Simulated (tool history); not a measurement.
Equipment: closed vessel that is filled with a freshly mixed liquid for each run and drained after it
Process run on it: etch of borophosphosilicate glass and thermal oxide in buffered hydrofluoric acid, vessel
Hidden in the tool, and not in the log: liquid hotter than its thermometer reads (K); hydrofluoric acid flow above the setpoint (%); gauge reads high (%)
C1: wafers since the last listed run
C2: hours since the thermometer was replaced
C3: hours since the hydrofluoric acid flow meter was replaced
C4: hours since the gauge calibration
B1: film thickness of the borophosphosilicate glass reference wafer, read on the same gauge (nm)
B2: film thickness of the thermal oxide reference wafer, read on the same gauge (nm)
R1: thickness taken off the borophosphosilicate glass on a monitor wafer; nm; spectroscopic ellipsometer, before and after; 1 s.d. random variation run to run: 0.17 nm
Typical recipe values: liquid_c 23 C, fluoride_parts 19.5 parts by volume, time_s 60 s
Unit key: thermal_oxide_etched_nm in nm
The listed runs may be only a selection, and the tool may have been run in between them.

run 1 hour=0 | liquid_c=23 fluoride_parts=19.5 time_s=60 | C1=0 C2=2321.7 C3=1103.8 C4=154 | B1=39.58 B2=98.98 | R1=51.12 thermal_oxide_etched_nm=32.82
run 2 hour=61.4 | liquid_c=23 fluoride_parts=19.5 time_s=60 | C1=5695 C2=2383.1 C3=1165.2 C4=215.4 | B1=39.52 B2=98.74 | R1=50.94 thermal_oxide_etched_nm=33.18
run 3 hour=107.8 | liquid_c=23 fluoride_parts=21.5 time_s=60 | C1=4304 C2=2429.5 C3=1211.6 C4=261.8 | B1=39.46 B2=98.62 | R1=47.17 thermal_oxide_etched_nm=30.45
run 4 hour=137.5 | liquid_c=23 fluoride_parts=21.5 time_s=60 | C1=2755 C2=2459.2 C3=1241.3 C4=291.5 | B1=39.41 B2=98.47 | R1=46.93 thermal_oxide_etched_nm=30.55
run 5 hour=235.8 | liquid_c=21.5 fluoride_parts=14.5 time_s=60 | C1=9118 C2=2557.5 C3=1339.6 C4=389.8 | B1=39.27 B2=98.21 | R1=62.67 thermal_oxide_etched_nm=40.4
run 6 hour=270.2 | liquid_c=21.5 fluoride_parts=14.5 time_s=60 | C1=3191 C2=2591.9 C3=1374 C4=424.2 | B1=39.24 B2=98.03 | R1=62.07 thermal_oxide_etched_nm=40.47
-- hour=355.9 thermometer replaced
run 7 hour=427.5 | liquid_c=23 fluoride_parts=19.5 time_s=60 | C1=14499 C2=71.6 C3=1531.3 C4=581.5 | B1=39.01 B2=97.53 | R1=50.25 thermal_oxide_etched_nm=32.48
run 8 hour=460.3 | liquid_c=23 fluoride_parts=19.5 time_s=60 | C1=3042 C2=104.4 C3=1564.1 C4=614.3 | B1=38.99 B2=97.44 | R1=50.33 thermal_oxide_etched_nm=32.62
-- hour=495.8 gauge calibrated
run 9 hour=496.9 | liquid_c=28 fluoride_parts=12 time_s=75 | C1=3395 C2=141 C3=1600.7 C4=1.1 | B1=39.91 B2=99.82 | R1=134.73 thermal_oxide_etched_nm=88.16
run 10 hour=535.2 | liquid_c=23 fluoride_parts=19.5 time_s=60 | C1=3552 C2=179.3 C3=1639 C4=39.4 | B1=39.87 B2=99.67 | R1=51.04 thermal_oxide_etched_nm=33.1
run 11 hour=559.8 | liquid_c=23 fluoride_parts=19.5 time_s=60 | C1=2282 C2=203.9 C3=1663.6 C4=64 | B1=39.85 B2=99.6 | R1=51.19 thermal_oxide_etched_nm=33.32
-- hour=568.8 hydrofluoric acid flow meter replaced
run 12 hour=607.1 | liquid_c=26.5 fluoride_parts=19.5 time_s=60 | C1=4295 C2=251.2 C3=38.3 C4=111.3 | B1=39.78 B2=99.44 | R1=62.01 thermal_oxide_etched_nm=40.32
run 13 hour=635.8 | liquid_c=25.5 fluoride_parts=13.5 time_s=45 | C1=2662 C2=279.9 C3=67 C4=140 | B1=39.74 B2=99.35 | R1=63.08 thermal_oxide_etched_nm=40.97
run 14 hour=691.2 | liquid_c=24.5 fluoride_parts=19.5 time_s=90 | C1=5139 C2=335.3 C3=122.4 C4=195.4 | B1=39.67 B2=99.16 | R1=83.31 thermal_oxide_etched_nm=53.83
run 15 hour=821.8 | liquid_c=21.5 fluoride_parts=14.5 time_s=60 | C1=12115 C2=465.9 C3=253 C4=326 | B1=39.5 B2=98.74 | R1=63.17 thermal_oxide_etched_nm=40.56
run 16 hour=874.5 | liquid_c=26.5 fluoride_parts=12 time_s=30 | C1=4888 C2=518.6 C3=305.7 C4=378.7 | B1=39.42 B2=98.54 | R1=49.55 thermal_oxide_etched_nm=32.03
run 17 hour=952.3 | liquid_c=26.5 fluoride_parts=17 time_s=45 | C1=7217 C2=596.4 C3=383.5 C4=456.5 | B1=39.31 B2=98.27 | R1=52.66 thermal_oxide_etched_nm=34.15

Alternative continuations, all from the tool just after run 17; predict every row:
run A hour=953 | liquid_c=23 fluoride_parts=19.5 time_s=60 | C1=64 C2=597.1 C3=384.2 C4=457.2 | B1=? B2=? | R1=? thermal_oxide_etched_nm=?
run B hour=953 | liquid_c=26.5 fluoride_parts=19.5 time_s=45 | C1=64 C2=597.1 C3=384.2 C4=457.2 | B1=? B2=? | R1=? thermal_oxide_etched_nm=?
run C hour=953 | liquid_c=23 fluoride_parts=23.5 time_s=85 | C1=64 C2=597.1 C3=384.2 C4=457.2 | B1=? B2=? | R1=? thermal_oxide_etched_nm=?
run D hour=953 | liquid_c=23 fluoride_parts=19.5 time_s=90 | C1=64 C2=597.1 C3=384.2 C4=457.2 | B1=? B2=? | R1=? thermal_oxide_etched_nm=?

run=A B1=39.32 B2=98.3 R1=50.74 thermal_oxide_etched_nm=32.74
run=B B1=39.32 B2=98.3 R1=45.97 thermal_oxide_etched_nm=29.71
run=C B1=39.32 B2=98.3 R1=62.71 thermal_oxide_etched_nm=40.48
run=D B1=39.32 B2=98.3 R1=76.11 thermal_oxide_etched_nm=49.11
Take away the tool's hidden state, keep each run's random variation, and the runs would have read:
run=A R1=51.62 thermal_oxide_etched_nm=33.31
run=B R1=46.77 thermal_oxide_etched_nm=30.23
run=C R1=63.8 thermal_oxide_etched_nm=41.19
run=D R1=77.44 thermal_oxide_etched_nm=49.97

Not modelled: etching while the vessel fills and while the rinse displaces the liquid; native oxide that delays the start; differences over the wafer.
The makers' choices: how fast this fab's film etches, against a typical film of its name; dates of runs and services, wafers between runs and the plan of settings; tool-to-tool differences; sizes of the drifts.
